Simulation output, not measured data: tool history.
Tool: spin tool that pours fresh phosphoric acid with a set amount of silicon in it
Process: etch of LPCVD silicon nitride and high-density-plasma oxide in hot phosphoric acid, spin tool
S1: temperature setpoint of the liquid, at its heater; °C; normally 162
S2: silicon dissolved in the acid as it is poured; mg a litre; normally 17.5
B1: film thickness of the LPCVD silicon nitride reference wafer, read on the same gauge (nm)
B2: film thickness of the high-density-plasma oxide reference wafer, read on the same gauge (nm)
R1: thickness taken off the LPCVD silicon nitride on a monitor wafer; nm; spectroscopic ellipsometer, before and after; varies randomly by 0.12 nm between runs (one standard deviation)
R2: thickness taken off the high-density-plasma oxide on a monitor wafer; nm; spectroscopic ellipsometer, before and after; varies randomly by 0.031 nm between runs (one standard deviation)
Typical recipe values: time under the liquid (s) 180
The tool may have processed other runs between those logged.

{"run": 1, "hour": 0.0, "S1": 162, "S2": 17.5, "time under the liquid (s)": 225, "B1": 99.99, "B2": 130.01, "R1": 19.17, "R2": 0.572}
{"hour": 20.8, "done": "heated supply line repaired"}
{"run": 2, "hour": 31.9, "S1": 162, "S2": 17.5, "time under the liquid (s)": 225, "B1": 100.01, "B2": 130.021, "R1": 20.71, "R2": 0.735}
{"run": 3, "hour": 103.2, "S1": 162, "S2": 13, "time under the liquid (s)": 180, "B1": 100.01, "B2": 130.008, "R1": 16.65, "R2": 0.585}
{"run": 4, "hour": 143.2, "S1": 162, "S2": 13, "time under the liquid (s)": 180, "B1": 99.99, "B2": 129.997, "R1": 16.4, "R2": 0.627}
{"run": 5, "hour": 193.9, "S1": 162, "S2": 13, "time under the liquid (s)": 180, "B1": 100.01, "B2": 129.968, "R1": 16.44, "R2": 0.632}
{"run": 6, "hour": 260.9, "S1": 162, "S2": 17.5, "time under the liquid (s)": 180, "B1": 100, "B2": 129.997, "R1": 16.48, "R2": 0.588}
{"hour": 288.3, "done": "thermometer replaced"}
{"run": 7, "hour": 299.0, "S1": 162, "S2": 9, "time under the liquid (s)": 180, "B1": 99.99, "B2": 130.01, "R1": 16.38, "R2": 0.675}
{"run": 8, "hour": 358.5, "S1": 162, "S2": 17.5, "time under the liquid (s)": 180, "B1": 100.02, "B2": 129.986, "R1": 16.37, "R2": 0.517}
{"run": 9, "hour": 385.0, "S1": 164.5, "S2": 17.5, "time under the liquid (s)": 120, "B1": 99.96, "B2": 130.044, "R1": 11.68, "R2": 0.47}
{"hour": 424.6, "done": "gauge calibrated"}
{"run": 10, "hour": 447.3, "S1": 162, "S2": 17.5, "time under the liquid (s)": 180, "B1": 100, "B2": 130.01, "R1": 15.91, "R2": 0.53}
{"run": 11, "hour": 478.6, "S1": 164.5, "S2": 13, "time under the liquid (s)": 180, "B1": 100.02, "B2": 129.983, "R1": 17.6, "R2": 0.735}
{"run": 12, "hour": 513.5, "S1": 159, "S2": 17.5, "time under the liquid (s)": 180, "B1": 99.97, "B2": 129.975, "R1": 14.33, "R2": 0.421}
{"run": 13, "hour": 562.1, "S1": 159.5, "S2": 29, "time under the liquid (s)": 125, "B1": 100, "B2": 129.989, "R1": 10.16, "R2": 0.207}
{"run": 14, "hour": 626.3, "S1": 163, "S2": 26, "time under the liquid (s)": 220, "B1": 99.95, "B2": 130.03, "R1": 20.01, "R2": 0.529}
{"hour": 653.5, "done": "dissolved silicon flow meter replaced"}
{"run": 15, "hour": 691.1, "S1": 164.5, "S2": 25, "time under the liquid (s)": 180, "B1": 100.05, "B2": 130.021, "R1": 17.07, "R2": 0.485}
{"run": 16, "hour": 758.6, "S1": 165, "S2": 26, "time under the liquid (s)": 105, "B1": 100, "B2": 130.031, "R1": 9.96, "R2": 0.27}
{"run": 17, "hour": 792.8, "S1": 162, "S2": 17.5, "time under the liquid (s)": 180, "B1": 99.99, "B2": 129.998, "R1": 15.56, "R2": 0.52}
{"run": 18, "hour": 826.4, "S1": 163, "S2": 24, "time under the liquid (s)": 145, "B1": 99.98, "B2": 129.956, "R1": 12.75, "R2": 0.384}
{"run": 19, "hour": 858.0, "S1": 162, "S2": 27.5, "time under the liquid (s)": 180, "B1": 100.02, "B2": 129.995, "R1": 15.39, "R2": 0.381}
{"hour": 905.6, "done": "heated supply line repaired"}
{"run": 20, "hour": 918.3, "S1": 164.5, "S2": 11.5, "time under the liquid (s)": 290, "B1": 100.02, "B2": 129.974, "R1": 29.33, "R2": 1.311}
{"run": 21, "hour": 956.0, "S1": 164.5, "S2": 24, "time under the liquid (s)": 180, "B1": 100.03, "B2": 130.006, "R1": 17.85, "R2": 0.548}

Below, some changes in R1 between adjacent runs. For each, the amount present without the hidden state too (settings, incoming material, random variation) and the amount remaining for the hidden state with gauge scatter not shared by both compared results:
What the log doesn't record here: liquid hotter than its thermometer reads (K); dissolved silicon flow above the setpoint (%); temperature lost on the way to the wafer (K); gauge reads high (%).
Run 1 -> 2: heated supply line repaired. R1 +1.54 nm: hidden state +1.69, all else -0.15.
Run 19 -> 20: S1 162 -> 164.5, S2 27.5 -> 11.5, time under the liquid (s) 180 -> 290, heated supply line repaired. R1 +13.94 nm: hidden state +1, all else +12.94.
Run 20 -> 21: S2 11.5 -> 24, time under the liquid (s) 290 -> 180. R1 -11.48 nm: hidden state +0.08, all else -11.56.

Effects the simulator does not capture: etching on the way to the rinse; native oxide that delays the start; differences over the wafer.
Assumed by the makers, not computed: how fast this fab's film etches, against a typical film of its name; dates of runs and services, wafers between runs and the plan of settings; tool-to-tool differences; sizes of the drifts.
